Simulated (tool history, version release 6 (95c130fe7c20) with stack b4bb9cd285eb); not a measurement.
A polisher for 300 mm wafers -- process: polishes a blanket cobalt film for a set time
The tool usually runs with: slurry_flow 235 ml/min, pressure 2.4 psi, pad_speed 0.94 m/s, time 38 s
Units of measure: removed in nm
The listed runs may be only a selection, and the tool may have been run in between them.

| run | day | slurry_flow | pressure | pad_speed | time | wafers since the last listed run | wafers polished on this pad | hours since the slurry nozzle was cleaned | hours since the head pressure was calibrated | incoming thickness of the incoming film, nm | removed |
|---|---|---|---|---|---|---|---|---|---|---|---|
| 1 | 0.000 | 235 | 2.4 | 0.94 | 47 | 0 | 949 | 285.4 | 517.7 | 1081.4 | 247.6 |
| 2 | 0.729 | 235 | 2.4 | 0.94 | 38 | 255 | 1205 | 302.9 | 535.2 | 1066.6 | 200.0 |
|  | 1.104 | worn pad replaced by a new one |
| 3 | 1.175 | 235 | 2.4 | 0.94 | 38 | 97 | 24 | 313.6 | 545.9 | 1074.2 | 218.3 |
| 4 | 1.425 | 235 | 2.4 | 0.78 | 38 | 87 | 112 | 319.6 | 551.9 | 1062.2 | 179.9 |
| 5 | 1.921 | 235 | 2.4 | 0.78 | 38 | 173 | 286 | 331.5 | 563.8 | 1066.8 | 177.8 |
| 6 | 2.533 | 235 | 2.4 | 0.94 | 38 | 214 | 500 | 346.2 | 578.5 | 1069.2 | 211.3 |
| 7 | 3.071 | 235 | 2.4 | 0.94 | 38 | 188 | 689 | 359.1 | 591.4 | 1083.9 | 210.2 |
| 8 | 3.538 | 235 | 2.4 | 0.94 | 38 | 163 | 852 | 370.3 | 602.6 | 1071.3 | 204.4 |
| 9 | 3.912 | 235 | 2.4 | 0.94 | 38 | 131 | 984 | 379.3 | 611.6 | 1051.6 | 201.7 |
| 10 | 4.296 | 235 | 2.4 | 0.94 | 38 | 134 | 1118 | 388.5 | 620.8 | 1071.4 | 194.3 |
|  | 4.571 | head pressure recalibrated |
| 11 | 4.592 | 235 | 2.4 | 1.18 | 38 | 74 | 1192 | 395.6 | 0.5 | 1062.1 | 244.2 |
| 12 | 5.112 | 235 | 2.4 | 0.94 | 38 | 182 | 1375 | 408.1 | 13.0 | 1070.3 | 194.2 |
|  | 5.408 | worn pad replaced by a new one |
|  | 5.683 | slurry nozzle cleaned |
| 13 | 5.817 | 235 | 2.4 | 0.78 | 38 | 173 | 128 | 3.2 | 29.9 | 1065.2 | 180.4 |
| 14 | 6.212 | 235 | 2.4 | 0.94 | 38 | 138 | 267 | 12.7 | 39.4 | 1066.0 | 214.6 |
| 15 | 6.779 | 265 | 2.4 | 1.06 | 38 | 198 | 465 | 26.3 | 53.0 | 1070.8 | 237.8 |
| 16 | 7.250 | 235 | 2.4 | 0.84 | 48 | 164 | 630 | 37.6 | 64.3 | 1055.2 | 237.8 |
| 17 | 7.971 | 170 | 2.7 | 1.20 | 31 | 252 | 883 | 54.9 | 81.6 | 1071.0 | 225.2 |
| 18 | 8.512 | 235 | 1.9 | 1.16 | 38 | 189 | 1073 | 67.9 | 94.6 | 1071.6 | 209.3 |
| 19 | 9.092 | 165 | 2.0 | 0.94 | 32 | 202 | 1276 | 81.8 | 108.5 | 1079.6 | 141.7 |
|  | 9.567 | worn pad replaced by a new one |
| 20 | 9.588 | 235 | 2.4 | 1.14 | 38 | 115 | 7 | 93.7 | 120.4 | 1077.8 | 261.9 |
| 21 | 10.167 | 235 | 2.4 | 0.94 | 38 | 202 | 210 | 107.6 | 134.3 | 1061.7 | 217.1 |
| 22 | 10.675 | 235 | 2.8 | 1.10 | 51 | 178 | 388 | 119.8 | 146.5 | 1070.6 | 379.3 |

Forecast each of these 4 alternatives for the next run:
| A | 10.692 | 235 | 2.4 | 0.94 | 38 | 5 | 394 | 120.2 | 146.9 | 1064.3 | ? |
| B | 10.692 | 235 | 3.0 | 0.94 | 38 | 5 | 394 | 120.2 | 146.9 | 1064.3 | ? |
| C | 10.692 | 235 | 1.7 | 1.24 | 38 | 5 | 394 | 120.2 | 146.9 | 1064.3 | ? |
| D | 10.692 | 235 | 2.7 | 0.94 | 38 | 5 | 394 | 120.2 | 146.9 | 1064.3 | ? |

| run | removed |
|---|---|
| A | 210.7 |
| B | 250.1 |
| C | 215.7 |
| D | 230.4 |
Had the tool no hidden state, the same runs would have come out as:
| run | removed |
|---|---|
| A | 219.5 |
| B | 260.5 |
| C | 224.7 |
| D | 240.0 |
